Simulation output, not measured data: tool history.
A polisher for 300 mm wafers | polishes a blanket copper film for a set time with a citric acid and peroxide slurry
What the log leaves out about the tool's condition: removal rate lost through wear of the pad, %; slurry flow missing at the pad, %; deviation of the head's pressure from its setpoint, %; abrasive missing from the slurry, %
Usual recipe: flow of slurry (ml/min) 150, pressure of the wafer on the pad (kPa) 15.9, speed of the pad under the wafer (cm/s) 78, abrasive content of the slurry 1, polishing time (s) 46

run    hour  flow of slurry (ml/min)  pressure of the wafer on the pad (kPa)  speed of the pad under the wafer (cm/s)  abrasive content of the slurry  polishing time (s)  wafers since the last listed run  wafers polished on this pad  hours since the slurry nozzle was cleaned  hours since the head pressure was calibrated  hours since the slurry blender was calibrated  incoming thickness of the incoming film, nm  film removed (nm)
  1       0                      120                                    15.9                                       78                               1                  34                                 0                          633                                      247.1                                         150.2                                           30.8                                       1123.6               43.1
  2    99.9                      150                                    15.9                                       78                               1                  46                              1274                         1908                                        347                                         250.1                                          130.7                                       1151.8               58.7
  3   186.9                      150                                    15.9                                       78                               1                  46                              1110                         3018                                        434                                         337.1                                          217.7                                         1127               56.3
  4   252.8                      150                                    15.9                                       78                               1                  46                               841                         3859                                      499.9                                           403                                          283.6                                       1131.8               57.4
  5   293.8                      150                                    15.9                                       78                               1                  46                               523                         4383                                      540.9                                           444                                          324.6                                       1152.2               56.3
        309  -- worn pad replaced by a new one
      365.2  -- slurry blender recalibrated
  6   497.6                      150                                    15.9                                       78                               1                  46                              2524                         2381                                      744.7                                         647.8                                          132.4                                       1145.5               56.9
      566.6  -- slurry nozzle cleaned
  7   656.6                      150                                    15.9                                       78                               1                  46                              2016                         4398                                         90                                         806.8                                          291.4                                       1140.4                 57
  8   705.4                      150                                    15.9                                       78                               1                  46                               622                         5021                                      138.8                                         855.6                                          340.2                                       1146.8               56.5
        763  -- worn pad replaced by a new one
  9   807.4                      150                                    15.9                                       78                               1                  46                              1250                          566                                      240.8                                         957.6                                          442.2                                       1163.6               62.3
      811.4  -- slurry blender recalibrated
      939.6  -- head pressure recalibrated
 10  1021.5                      150                                    15.9                                       78                               1                  46                              2681                         3247                                      454.9                                          81.9                                          210.1                                       1156.3               55.7
     1109.6  -- worn pad replaced by a new one
 11  1114.3                      150                                    15.9                                       78                               1                  46                              1133                           59                                      547.7                                         174.7                                          302.9                                         1151               63.3
 12  1187.6                      150                                    15.9                                       78                               1                  46                               935                          995                                        621                                           248                                          376.2                                       1135.3               58.8
     1228.3  -- slurry blender recalibrated
 13  1285.9                      110                                    15.9                                       78                               1                  36                              1228                         2224                                      719.3                                         346.3                                           57.6                                       1144.4               42.8
 14  1355.4                      200                                    14.5                                       78                            0.75                  46                               886                         3111                                      788.8                                         415.8                                          127.1                                         1137               51.8
 15  1423.4                      105                                    15.9                                       78                            0.75                  46                               867                         3979                                      856.8                                         483.8                                          195.1                                       1141.5               48.6
 16  1510.7                      150                                    15.9                                       78                               1                  46                              1114                         5093                                      944.1                                         571.1                                          282.4                                       1141.5                 56
     1523.6  -- worn pad replaced by a new one
     1563.4  -- slurry nozzle cleaned
 17  1613.5                      125                                    15.9                                       66                               1                  46                              1248                         1134                                       50.1                                         673.9                                          385.2                                       1143.8                 49
     1678.1  -- slurry blender recalibrated
 18  1690.8                      150                                    17.9                                       78                               1                  46                               960                         2095                                      127.4                                         751.2                                           12.7                                         1149               63.3
 19  1739.5                      105                                    15.9                                       56                               1                  46                               621                         2717                                      176.1                                         799.9                                           61.4                                       1144.7               40.2
 20  1836.9                      150                                    15.9                                       78                               1                  46                              1243                         3960                                      273.5                                         897.3                                          158.8                                       1135.3               56.3
 21    1884                      115                                      20                                      102                               1                  46                               601                         4561                                      320.6                                         944.4                                          205.9                                       1151.1               83.8
     1928.8  -- worn pad replaced by a new one
 22  1952.8                      150                                    15.9                                       78                               1                  46                               826                          306                                      389.4                                        1013.2                                          274.7                                       1136.2               65.8
 23  2034.5                      200                                    14.5                                       78                            0.75                  46                              1042                         1349                                      471.1                                        1094.9                                          356.4                                       1138.1               56.7

Alternative continuations, all from the tool just after run 23; predict every row:
  A  2034.9                      150                                    15.9                                       78                               1                  46                                 5                         1354                                      471.5                                        1095.3                                          356.8                                       1158.9                  ?
  B  2034.9                      150                                    20.7                                       56                               1                  46                                 5                         1354                                      471.5                                        1095.3                                          356.8                                       1158.9                  ?
  C  2034.9                      150                                    15.9                                      102                            0.75                  46                                 5                         1354                                      471.5                                        1095.3                                          356.8                                       1158.9                  ?
  D  2034.9                      150                                    15.9                                       78                               1                  34                                 5                         1354                                      471.5                                        1095.3                                          356.8                                       1158.9                  ?

run  film removed (nm)
  A               63.2
  B                 56
  C               76.6
  D               46.7
The same runs, with their run-to-run variation unchanged, on a tool lacking any hidden condition would have given:
run  film removed (nm)
  A               63.8
  B               56.5
  C               77.3
  D               47.2

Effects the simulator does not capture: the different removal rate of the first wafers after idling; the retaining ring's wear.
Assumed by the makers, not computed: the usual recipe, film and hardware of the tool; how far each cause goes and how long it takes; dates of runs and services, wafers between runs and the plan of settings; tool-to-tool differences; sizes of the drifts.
